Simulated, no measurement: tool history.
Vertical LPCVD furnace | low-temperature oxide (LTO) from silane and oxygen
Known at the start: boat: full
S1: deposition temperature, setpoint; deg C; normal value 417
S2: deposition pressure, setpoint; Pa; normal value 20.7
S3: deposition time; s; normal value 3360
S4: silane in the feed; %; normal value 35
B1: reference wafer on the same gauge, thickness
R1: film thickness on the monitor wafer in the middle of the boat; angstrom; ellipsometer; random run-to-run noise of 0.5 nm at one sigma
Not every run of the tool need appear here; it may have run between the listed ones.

run	hour	S1	S2	S3	S4	B1	R1
1	0.0	417	23.3	3360	35	334.84	3815.8
2	13.1	417	23.3	3360	35	335.12	3829.4
3	30.3	417	23.3	3360	35	335.30	3826.0
4	46.4	417	20.7	3360	35	335.28	3390.4
5	58.1	417	20.7	3360	35	335.56	3395.6
6	64.7	417	20.7	3360	35	335.33	3393.5
# hour 93.6: silane flow controller replaced
7	94.1	417	20.7	3360	35	335.64	3396.6
8	98.0	417	20.7	4110	35	335.70	4156.7
9	101.9	417	20.7	4110	35	335.67	4152.9
# hour 137.8: pressure gauge zeroed
# hour 147.6: gauge calibrated
# hour 148.3: thermocouples replaced and temperature profile calibrated
10	148.8	417	20.7	4140	35	332.03	4137.0
11	152.7	417	20.7	4140	35	332.07	4140.4
12	156.6	417	20.7	4140	35	332.38	4136.4
13	160.5	411	16.7	3930	31	332.31	2519.7
14	166.7	409	16.0	3000	30	332.45	1721.3
15	174.6	417	20.7	3360	35	332.85	3372.0
16	180.8	406	20.7	4260	40	332.93	4486.2
17	188.8	417	23.3	3360	35	333.24	3812.9
18	205.8	417	24.7	3930	35	333.71	4726.7
19	216.1	417	20.7	3360	35	333.82	3373.2
20	232.5	417	18.0	3360	42	334.28	3663.8
21	246.3	417	22.7	2460	35	334.59	2717.4
22	254.3	417	20.7	3360	31	334.56	2879.3
23	268.1	410	20.7	3360	35	334.77	3143.3
24	289.7	417	20.7	4140	35	334.92	4173.5

Consider 3 possible next runs. They are alternatives, not a sequence: every one starts from the tool as it was left by run 24. What does each give?
A	293.7	417	20.7	3930	35	?	?
B	293.7	426	17.3	3360	35	?	?
C	293.7	407	20.7	3360	35	?	?

run	B1	R1
A	335.04	3969.0
B	335.04	3129.7
C	335.04	3041.6
Without the tool's hidden state the same runs would have given:
run	R1
A	3932.9
B	3101.2
C	3013.9
